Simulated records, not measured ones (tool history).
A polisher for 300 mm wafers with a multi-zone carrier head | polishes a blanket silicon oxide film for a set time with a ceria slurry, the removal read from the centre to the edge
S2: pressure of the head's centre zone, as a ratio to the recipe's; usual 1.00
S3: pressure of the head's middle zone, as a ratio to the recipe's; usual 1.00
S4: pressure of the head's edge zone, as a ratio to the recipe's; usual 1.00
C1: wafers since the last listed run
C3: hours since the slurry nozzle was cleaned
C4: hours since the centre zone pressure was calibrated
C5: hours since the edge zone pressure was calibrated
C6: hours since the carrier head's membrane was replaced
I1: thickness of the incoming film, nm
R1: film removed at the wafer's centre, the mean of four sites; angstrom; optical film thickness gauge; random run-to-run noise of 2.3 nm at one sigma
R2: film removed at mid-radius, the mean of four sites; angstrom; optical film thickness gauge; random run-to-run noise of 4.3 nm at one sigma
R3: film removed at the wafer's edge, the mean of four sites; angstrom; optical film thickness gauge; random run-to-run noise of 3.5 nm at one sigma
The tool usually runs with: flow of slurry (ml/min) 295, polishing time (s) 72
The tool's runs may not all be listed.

run 1 day=0.000 | flow_of_slurry_(ml/min)=295 S2=1.07 S3=1.00 S4=0.92 polishing_time_(s)=72 | C1=0 wafers_polished_on_this_pad=2825 C3=465.4 C4=180.9 C5=232.0 C6=1012.1 | I1=1346.8 | R1=3455 R2=3385 R3=3217
-- day=1.638 worn pad replaced by a new one
run 2 day=2.471 | flow_of_slurry_(ml/min)=295 S2=1.07 S3=1.00 S4=0.92 polishing_time_(s)=72 | C1=710 wafers_polished_on_this_pad=257 C3=524.7 C4=240.2 C5=291.3 C6=1071.4 | I1=1341.0 | R1=3476 R2=3280 R3=3156
run 3 day=4.058 | flow_of_slurry_(ml/min)=295 S2=1.07 S3=1.00 S4=0.92 polishing_time_(s)=72 | C1=489 wafers_polished_on_this_pad=746 C3=562.8 C4=278.3 C5=329.4 C6=1109.5 | I1=1373.9 | R1=3514 R2=3376 R3=3184
-- day=5.254 centre zone pressure recalibrated
run 4 day=6.125 | flow_of_slurry_(ml/min)=295 S2=1.00 S3=1.00 S4=1.00 polishing_time_(s)=56 | C1=611 wafers_polished_on_this_pad=1357 C3=612.4 C4=20.9 C5=379.0 C6=1159.1 | I1=1356.1 | R1=2572 R2=2577 R3=2583
run 5 day=8.983 | flow_of_slurry_(ml/min)=295 S2=1.00 S3=1.00 S4=1.00 polishing_time_(s)=56 | C1=880 wafers_polished_on_this_pad=2238 C3=681.0 C4=89.5 C5=447.6 C6=1227.7 | I1=1351.5 | R1=2555 R2=2591 R3=2594
run 6 day=10.667 | flow_of_slurry_(ml/min)=295 S2=1.00 S3=1.00 S4=1.00 polishing_time_(s)=56 | C1=518 wafers_polished_on_this_pad=2757 C3=721.4 C4=129.9 C5=488.0 C6=1268.1 | I1=1401.0 | R1=2568 R2=2554 R3=2593
-- day=12.104 worn pad replaced by a new one
run 7 day=12.125 | flow_of_slurry_(ml/min)=295 S2=0.91 S3=1.00 S4=1.00 polishing_time_(s)=72 | C1=398 wafers_polished_on_this_pad=6 C3=756.4 C4=164.9 C5=523.0 C6=1303.1 | I1=1390.9 | R1=2958 R2=3323 R3=3226
-- day=12.375 slurry nozzle cleaned
run 8 day=14.196 | flow_of_slurry_(ml/min)=295 S2=0.91 S3=1.00 S4=1.00 polishing_time_(s)=72 | C1=625 wafers_polished_on_this_pad=632 C3=43.7 C4=214.6 C5=572.7 C6=1352.8 | I1=1383.6 | R1=2967 R2=3400 R3=3311
run 9 day=15.950 | flow_of_slurry_(ml/min)=295 S2=0.88 S3=0.93 S4=1.00 polishing_time_(s)=54 | C1=540 wafers_polished_on_this_pad=1172 C3=85.8 C4=256.7 C5=614.8 C6=1394.9 | I1=1379.8 | R1=2175 R2=2369 R3=2484
run 10 day=18.617 | flow_of_slurry_(ml/min)=295 S2=1.00 S3=1.00 S4=1.00 polishing_time_(s)=72 | C1=821 wafers_polished_on_this_pad=1994 C3=149.8 C4=320.7 C5=678.8 C6=1458.9 | I1=1365.4 | R1=3279 R2=3367 R3=3290
run 11 day=20.025 | flow_of_slurry_(ml/min)=295 S2=1.00 S3=1.00 S4=1.09 polishing_time_(s)=72 | C1=434 wafers_polished_on_this_pad=2428 C3=183.6 C4=354.5 C5=712.6 C6=1492.7 | I1=1350.4 | R1=3247 R2=3358 R3=3439
-- day=20.250 centre zone pressure recalibrated
-- day=21.296 carrier head's membrane replaced by a new one
run 12 day=21.992 | flow_of_slurry_(ml/min)=295 S2=1.00 S3=1.00 S4=1.00 polishing_time_(s)=64 | C1=516 wafers_polished_on_this_pad=2944 C3=230.8 C4=41.8 C5=759.8 C6=16.7 | I1=1364.0 | R1=2887 R2=2960 R3=2986
-- day=23.646 worn pad replaced by a new one
run 13 day=24.112 | flow_of_slurry_(ml/min)=295 S2=1.00 S3=1.09 S4=1.03 polishing_time_(s)=72 | C1=602 wafers_polished_on_this_pad=143 C3=281.7 C4=92.7 C5=810.7 C6=67.6 | I1=1367.2 | R1=3316 R2=3571 R3=3325
run 14 day=25.200 | flow_of_slurry_(ml/min)=295 S2=1.00 S3=1.00 S4=1.00 polishing_time_(s)=95 | C1=335 wafers_polished_on_this_pad=479 C3=307.8 C4=118.8 C5=836.8 C6=93.7 | I1=1349.5 | R1=4356 R2=4420 R3=4371
run 15 day=27.883 | flow_of_slurry_(ml/min)=205 S2=1.00 S3=1.07 S4=0.88 polishing_time_(s)=93 | C1=826 wafers_polished_on_this_pad=1305 C3=372.2 C4=183.2 C5=901.2 C6=158.1 | I1=1360.9 | R1=4020 R2=4300 R3=3868
run 16 day=30.788 | flow_of_slurry_(ml/min)=295 S2=1.10 S3=1.00 S4=1.00 polishing_time_(s)=62 | C1=894 wafers_polished_on_this_pad=2200 C3=441.9 C4=252.9 C5=970.9 C6=227.8 | I1=1355.8 | R1=3118 R2=2922 R3=2889
-- day=32.025 centre zone pressure recalibrated
run 17 day=32.458 | flow_of_slurry_(ml/min)=295 S2=1.00 S3=0.89 S4=1.09 polishing_time_(s)=72 | C1=489 wafers_polished_on_this_pad=2690 C3=482.0 C4=10.4 C5=1011.0 C6=267.9 | I1=1345.9 | R1=3274 R2=3013 R3=3449
-- day=32.717 edge zone pressure recalibrated
run 18 day=35.396 | flow_of_slurry_(ml/min)=295 S2=1.00 S3=1.00 S4=1.00 polishing_time_(s)=49 | C1=879 wafers_polished_on_this_pad=3569 C3=552.5 C4=80.9 C5=64.3 C6=338.4 | I1=1377.8 | R1=2224 R2=2225 R3=2251
-- day=36.238 worn pad replaced by a new one
run 19 day=37.312 | flow_of_slurry_(ml/min)=265 S2=1.00 S3=1.00 S4=1.00 polishing_time_(s)=72 | C1=539 wafers_polished_on_this_pad=331 C3=598.5 C4=126.9 C5=110.3 C6=384.4 | I1=1385.3 | R1=3218 R2=3239 R3=3260
run 20 day=38.688 | flow_of_slurry_(ml/min)=295 S2=1.00 S3=1.00 S4=1.00 polishing_time_(s)=72 | C1=423 wafers_polished_on_this_pad=755 C3=631.5 C4=159.9 C5=143.3 C6=417.4 | I1=1377.6 | R1=3270 R2=3265 R3=3337
run 21 day=41.204 | flow_of_slurry_(ml/min)=370 S2=1.05 S3=1.00 S4=1.00 polishing_time_(s)=72 | C1=775 wafers_polished_on_this_pad=1530 C3=691.9 C4=220.3 C5=203.7 C6=477.8 | I1=1366.3 | R1=3525 R2=3421 R3=3411
-- day=43.104 slurry nozzle cleaned
run 22 day=43.896 | flow_of_slurry_(ml/min)=295 S2=1.07 S3=1.00 S4=0.92 polishing_time_(s)=72 | C1=816 wafers_polished_on_this_pad=2347 C3=19.0 C4=284.9 C5=268.3 C6=542.4 | I1=1377.1 | R1=3541 R2=3351 R3=3177
-- day=45.229 centre zone pressure recalibrated
run 23 day=45.708 | flow_of_slurry_(ml/min)=335 S2=1.05 S3=1.00 S4=1.00 polishing_time_(s)=72 | C1=532 wafers_polished_on_this_pad=2880 C3=62.5 C4=11.5 C5=311.8 C6=585.9 | I1=1358.4 | R1=3475 R2=3329 R3=3357

Each row is a separate what-if for the run after 23, all from the same tool condition, not one after another. Results?
run A day=45.725 | flow_of_slurry_(ml/min)=295 S2=1.00 S3=1.00 S4=1.00 polishing_time_(s)=72 | C1=5 wafers_polished_on_this_pad=2885 C3=62.9 C4=11.9 C5=312.2 C6=586.3 | I1=1395.6 | R1=? R2=? R3=?
run B day=45.725 | flow_of_slurry_(ml/min)=295 S2=1.00 S3=1.10 S4=0.89 polishing_time_(s)=72 | C1=5 wafers_polished_on_this_pad=2885 C3=62.9 C4=11.9 C5=312.2 C6=586.3 | I1=1395.6 | R1=? R2=? R3=?
run C day=45.725 | flow_of_slurry_(ml/min)=225 S2=1.00 S3=1.00 S4=1.00 polishing_time_(s)=88 | C1=5 wafers_polished_on_this_pad=2885 C3=62.9 C4=11.9 C5=312.2 C6=586.3 | I1=1395.6 | R1=? R2=? R3=?

run=A R1=3268 R2=3362 R3=3294
run=B R1=3270 R2=3646 R3=3115
run=C R1=3844 R2=3969 R3=3923
Had the tool no hidden state, the same runs would have come out as:
run=A R1=3268 R2=3362 R3=3294
run=B R1=3270 R2=3646 R3=3115
run=C R1=3844 R2=3969 R3=3923

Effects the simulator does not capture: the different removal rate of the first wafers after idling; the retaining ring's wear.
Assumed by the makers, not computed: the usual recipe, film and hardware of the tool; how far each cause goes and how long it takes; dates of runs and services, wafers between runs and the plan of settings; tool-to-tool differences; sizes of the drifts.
